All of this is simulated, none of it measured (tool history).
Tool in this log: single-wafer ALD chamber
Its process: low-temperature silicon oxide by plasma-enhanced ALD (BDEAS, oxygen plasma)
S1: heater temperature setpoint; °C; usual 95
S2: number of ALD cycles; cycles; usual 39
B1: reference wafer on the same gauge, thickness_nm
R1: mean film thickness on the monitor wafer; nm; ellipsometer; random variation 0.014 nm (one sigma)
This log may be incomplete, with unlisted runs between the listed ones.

run 1 hour=0 | S1=95 S2=39 | B1=4.643 | R1=5.416
run 2 hour=43.6 | S1=95 S2=39 | B1=4.638 | R1=5.444
run 3 hour=73.4 | S1=95 S2=39 | B1=4.64 | R1=5.418
run 4 hour=103.4 | S1=95 S2=35 | B1=4.642 | R1=4.846
run 5 hour=148.7 | S1=95 S2=35 | B1=4.638 | R1=4.895
run 6 hour=185.4 | S1=95 S2=39 | B1=4.644 | R1=5.44
run 7 hour=247.6 | S1=95 S2=39 | B1=4.643 | R1=5.456
run 8 hour=300.2 | S1=95 S2=39 | B1=4.637 | R1=5.444
run 9 hour=344.5 | S1=103 S2=39 | B1=4.634 | R1=5.325
run 10 hour=413.1 | S1=95 S2=39 | B1=4.638 | R1=5.456
run 11 hour=453.4 | S1=95 S2=39 | B1=4.646 | R1=5.451
run 12 hour=488.6 | S1=95 S2=39 | B1=4.644 | R1=5.417
run 13 hour=531 | S1=95 S2=39 | B1=4.639 | R1=5.437
run 14 hour=600.4 | S1=99 S2=47 | B1=4.638 | R1=6.507
-- hour=627.8 gauge calibrated
run 15 hour=656.2 | S1=95 S2=39 | B1=4.641 | R1=5.472
run 16 hour=709.7 | S1=101 S2=42 | B1=4.64 | R1=5.762
run 17 hour=768 | S1=103 S2=39 | B1=4.638 | R1=5.343
run 18 hour=870.7 | S1=95 S2=33 | B1=4.638 | R1=4.62

Run 19, settings as shown, results not yet in. Your forecast:
run 19 hour=898.3 | S1=95 S2=45 | B1=? | R1=?

Run 19 produced B1 4.64, R1 6.308 nm.
The same run, on a tool lacking any hidden state, would have yielded R1 6.23 nm.
